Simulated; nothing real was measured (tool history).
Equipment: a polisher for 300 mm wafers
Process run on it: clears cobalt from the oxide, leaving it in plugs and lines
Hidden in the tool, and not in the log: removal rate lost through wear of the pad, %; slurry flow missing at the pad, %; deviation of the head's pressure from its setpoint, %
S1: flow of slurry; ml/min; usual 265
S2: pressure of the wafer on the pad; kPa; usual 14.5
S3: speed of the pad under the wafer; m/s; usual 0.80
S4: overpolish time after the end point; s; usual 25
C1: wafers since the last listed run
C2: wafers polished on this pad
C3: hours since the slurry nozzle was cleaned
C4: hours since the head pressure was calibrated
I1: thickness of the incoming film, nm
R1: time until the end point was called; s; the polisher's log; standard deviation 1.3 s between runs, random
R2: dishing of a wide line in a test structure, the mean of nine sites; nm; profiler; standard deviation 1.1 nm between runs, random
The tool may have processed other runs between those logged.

{"run": 1, "day": 0.0, "S1": 265, "S2": 14.5, "S3": 0.8, "S4": 25, "C1": 0, "C2": 1273, "C3": 126.1, "C4": 218.5, "I1": 324.9, "R1": 86.1, "R2": 52.7}
{"run": 2, "day": 1.238, "S1": 265, "S2": 14.5, "S3": 0.8, "S4": 25, "C1": 192, "C2": 1465, "C3": 155.8, "C4": 248.2, "I1": 322.8, "R1": 87.2, "R2": 51.6}
{"day": 2.3, "done": "worn pad replaced by a new one"}
{"run": 3, "day": 2.396, "S1": 265, "S2": 14.5, "S3": 0.8, "S4": 25, "C1": 154, "C2": 14, "C3": 183.6, "C4": 276.0, "I1": 325.3, "R1": 74.7, "R2": 56.8}
{"run": 4, "day": 3.175, "S1": 265, "S2": 14.5, "S3": 0.8, "S4": 25, "C1": 121, "C2": 135, "C3": 202.3, "C4": 294.7, "I1": 331.0, "R1": 78.7, "R2": 57.9}
{"run": 5, "day": 4.021, "S1": 265, "S2": 12.4, "S3": 0.8, "S4": 25, "C1": 131, "C2": 267, "C3": 222.6, "C4": 315.0, "I1": 325.7, "R1": 90.8, "R2": 52.1}
{"run": 6, "day": 5.142, "S1": 265, "S2": 14.5, "S3": 0.8, "S4": 25, "C1": 174, "C2": 441, "C3": 249.5, "C4": 341.9, "I1": 330.6, "R1": 79.9, "R2": 56.7}
{"run": 7, "day": 6.046, "S1": 265, "S2": 14.5, "S3": 0.8, "S4": 25, "C1": 140, "C2": 582, "C3": 271.2, "C4": 363.6, "I1": 325.2, "R1": 78.6, "R2": 55.3}
{"run": 8, "day": 7.417, "S1": 265, "S2": 14.5, "S3": 0.8, "S4": 25, "C1": 213, "C2": 795, "C3": 304.1, "C4": 396.5, "I1": 327.2, "R1": 82.0, "R2": 53.8}
{"run": 9, "day": 8.296, "S1": 265, "S2": 14.5, "S3": 0.8, "S4": 25, "C1": 136, "C2": 932, "C3": 325.2, "C4": 417.6, "I1": 325.4, "R1": 82.7, "R2": 54.0}
{"run": 10, "day": 9.462, "S1": 200, "S2": 14.5, "S3": 0.8, "S4": 25, "C1": 181, "C2": 1113, "C3": 353.2, "C4": 445.6, "I1": 330.0, "R1": 85.8, "R2": 50.9}
{"day": 9.75, "done": "slurry nozzle cleaned"}
{"run": 11, "day": 10.246, "S1": 200, "S2": 14.5, "S3": 0.8, "S4": 25, "C1": 115, "C2": 1229, "C3": 11.9, "C4": 464.4, "I1": 321.0, "R1": 88.0, "R2": 51.4}
{"day": 11.004, "done": "worn pad replaced by a new one"}
{"run": 12, "day": 11.629, "S1": 200, "S2": 14.5, "S3": 0.8, "S4": 25, "C1": 189, "C2": 97, "C3": 45.1, "C4": 497.6, "I1": 324.3, "R1": 78.3, "R2": 53.7}
{"day": 11.888, "done": "head pressure recalibrated"}
{"run": 13, "day": 12.917, "S1": 265, "S2": 14.5, "S3": 0.8, "S4": 25, "C1": 187, "C2": 284, "C3": 76.0, "C4": 24.7, "I1": 321.8, "R1": 76.5, "R2": 55.3}
{"run": 14, "day": 14.146, "S1": 265, "S2": 14.5, "S3": 0.8, "S4": 19, "C1": 191, "C2": 476, "C3": 105.5, "C4": 54.2, "I1": 317.8, "R1": 75.4, "R2": 47.1}
{"run": 15, "day": 14.683, "S1": 265, "S2": 14.5, "S3": 0.8, "S4": 19, "C1": 83, "C2": 559, "C3": 118.4, "C4": 67.1, "I1": 328.2, "R1": 79.7, "R2": 48.0}
{"run": 16, "day": 15.658, "S1": 315, "S2": 14.5, "S3": 1.02, "S4": 25, "C1": 151, "C2": 711, "C3": 141.8, "C4": 90.5, "I1": 325.5, "R1": 61.6, "R2": 61.1}
{"run": 17, "day": 16.767, "S1": 265, "S2": 14.5, "S3": 0.8, "S4": 13, "C1": 172, "C2": 883, "C3": 168.4, "C4": 117.1, "I1": 324.3, "R1": 81.8, "R2": 35.8}
{"run": 18, "day": 17.708, "S1": 205, "S2": 17.2, "S3": 0.58, "S4": 25, "C1": 146, "C2": 1030, "C3": 191.0, "C4": 139.7, "I1": 320.9, "R1": 99.7, "R2": 49.0}
{"run": 19, "day": 19.125, "S1": 240, "S2": 11.7, "S3": 0.8, "S4": 25, "C1": 220, "C2": 1250, "C3": 225.0, "C4": 173.7, "I1": 322.9, "R1": 106.8, "R2": 47.1}
{"day": 20.75, "done": "worn pad replaced by a new one"}
{"run": 20, "day": 20.917, "S1": 265, "S2": 14.5, "S3": 0.92, "S4": 37, "C1": 252, "C2": 26, "C3": 268.0, "C4": 216.7, "I1": 325.2, "R1": 66.0, "R2": 71.1}
{"run": 21, "day": 21.462, "S1": 265, "S2": 14.5, "S3": 0.8, "S4": 25, "C1": 84, "C2": 110, "C3": 281.1, "C4": 229.8, "I1": 322.2, "R1": 74.7, "R2": 57.1}
{"run": 22, "day": 22.4, "S1": 350, "S2": 17.2, "S3": 1.02, "S4": 11, "C1": 145, "C2": 256, "C3": 303.6, "C4": 252.3, "I1": 328.6, "R1": 50.4, "R2": 43.9}
{"run": 23, "day": 23.271, "S1": 265, "S2": 16.5, "S3": 0.8, "S4": 14, "C1": 135, "C2": 392, "C3": 324.5, "C4": 273.2, "I1": 322.2, "R1": 67.1, "R2": 43.2}
{"run": 24, "day": 24.154, "S1": 340, "S2": 14.5, "S3": 0.8, "S4": 25, "C1": 137, "C2": 529, "C3": 345.7, "C4": 294.4, "I1": 328.4, "R1": 78.5, "R2": 56.4}
{"day": 24.6, "done": "slurry nozzle cleaned"}
{"run": 25, "day": 27.988, "S1": 265, "S2": 17.2, "S3": 1.04, "S4": 25, "C1": 589, "C2": 1119, "C3": 81.3, "C4": 386.4, "I1": 329.3, "R1": 53.5, "R2": 64.8}
{"day": 28.558, "done": "worn pad replaced by a new one"}
{"run": 26, "day": 28.738, "S1": 265, "S2": 14.5, "S3": 0.8, "S4": 25, "C1": 90, "C2": 27, "C3": 99.3, "C4": 404.4, "I1": 324.4, "R1": 72.5, "R2": 56.7}
{"run": 27, "day": 29.808, "S1": 265, "S2": 14.5, "S3": 0.8, "S4": 25, "C1": 166, "C2": 194, "C3": 125.0, "C4": 430.1, "I1": 322.7, "R1": 74.9, "R2": 55.1}
{"run": 28, "day": 31.075, "S1": 195, "S2": 14.5, "S3": 0.8, "S4": 25, "C1": 197, "C2": 391, "C3": 155.4, "C4": 460.5, "I1": 325.4, "R1": 81.3, "R2": 52.7}
{"day": 31.479, "done": "head pressure recalibrated"}
{"run": 29, "day": 32.204, "S1": 360, "S2": 14.5, "S3": 1.0, "S4": 31, "C1": 162, "C2": 553, "C3": 182.5, "C4": 17.4, "I1": 326.7, "R1": 62.8, "R2": 69.5}
{"run": 30, "day": 33.312, "S1": 265, "S2": 14.5, "S3": 0.8, "S4": 25, "C1": 172, "C2": 726, "C3": 209.1, "C4": 44.0, "I1": 327.3, "R1": 80.7, "R2": 54.3}
{"run": 31, "day": 34.754, "S1": 230, "S2": 17.2, "S3": 0.8, "S4": 25, "C1": 224, "C2": 950, "C3": 243.7, "C4": 78.6, "I1": 326.8, "R1": 68.6, "R2": 57.2}
{"run": 32, "day": 35.671, "S1": 265, "S2": 14.5, "S3": 0.8, "S4": 25, "C1": 142, "C2": 1093, "C3": 265.7, "C4": 100.6, "I1": 328.3, "R1": 86.8, "R2": 55.1}
{"day": 36.375, "done": "worn pad replaced by a new one"}
{"run": 33, "day": 36.396, "S1": 265, "S2": 14.5, "S3": 0.8, "S4": 25, "C1": 86, "C2": 3, "C3": 283.1, "C4": 118.0, "I1": 324.7, "R1": 76.2, "R2": 57.5}
{"run": 34, "day": 37.304, "S1": 265, "S2": 14.5, "S3": 0.8, "S4": 25, "C1": 141, "C2": 144, "C3": 304.9, "C4": 139.8, "I1": 327.9, "R1": 78.3, "R2": 56.6}
{"run": 35, "day": 38.188, "S1": 265, "S2": 14.5, "S3": 0.8, "S4": 25, "C1": 137, "C2": 281, "C3": 326.1, "C4": 161.0, "I1": 324.4, "R1": 76.5, "R2": 54.9}

4 ways to go on from here, each from the tool as it stands after run 35. What would each give?
{"run": "A", "day": 38.208, "S1": 265, "S2": 14.5, "S3": 0.8, "S4": 25, "C1": 3, "C2": 285, "C3": 326.6, "C4": 161.5, "I1": 329.3, "R1": "?", "R2": "?"}
{"run": "B", "day": 38.208, "S1": 265, "S2": 12.4, "S3": 0.68, "S4": 11, "C1": 3, "C2": 285, "C3": 326.6, "C4": 161.5, "I1": 329.3, "R1": "?", "R2": "?"}
{"run": "C", "day": 38.208, "S1": 265, "S2": 14.5, "S3": 0.92, "S4": 29, "C1": 3, "C2": 285, "C3": 326.6, "C4": 161.5, "I1": 329.3, "R1": "?", "R2": "?"}
{"run": "D", "day": 38.208, "S1": 265, "S2": 19.3, "S3": 1.04, "S4": 25, "C1": 3, "C2": 285, "C3": 326.6, "C4": 161.5, "I1": 329.3, "R1": "?", "R2": "?"}

run=A R1=76.6 R2=56.3
run=B R1=105.2 R2=26.4
run=C R1=66.6 R2=63.7
run=D R1=44.2 R2=69.0
The same runs, with their run-to-run variation unchanged, on a tool lacking any hidden condition would have given:
run=A R1=73.9 R2=57.3
run=B R1=101.4 R2=27.1
run=C R1=64.2 R2=64.5
run=D R1=42.6 R2=69.6

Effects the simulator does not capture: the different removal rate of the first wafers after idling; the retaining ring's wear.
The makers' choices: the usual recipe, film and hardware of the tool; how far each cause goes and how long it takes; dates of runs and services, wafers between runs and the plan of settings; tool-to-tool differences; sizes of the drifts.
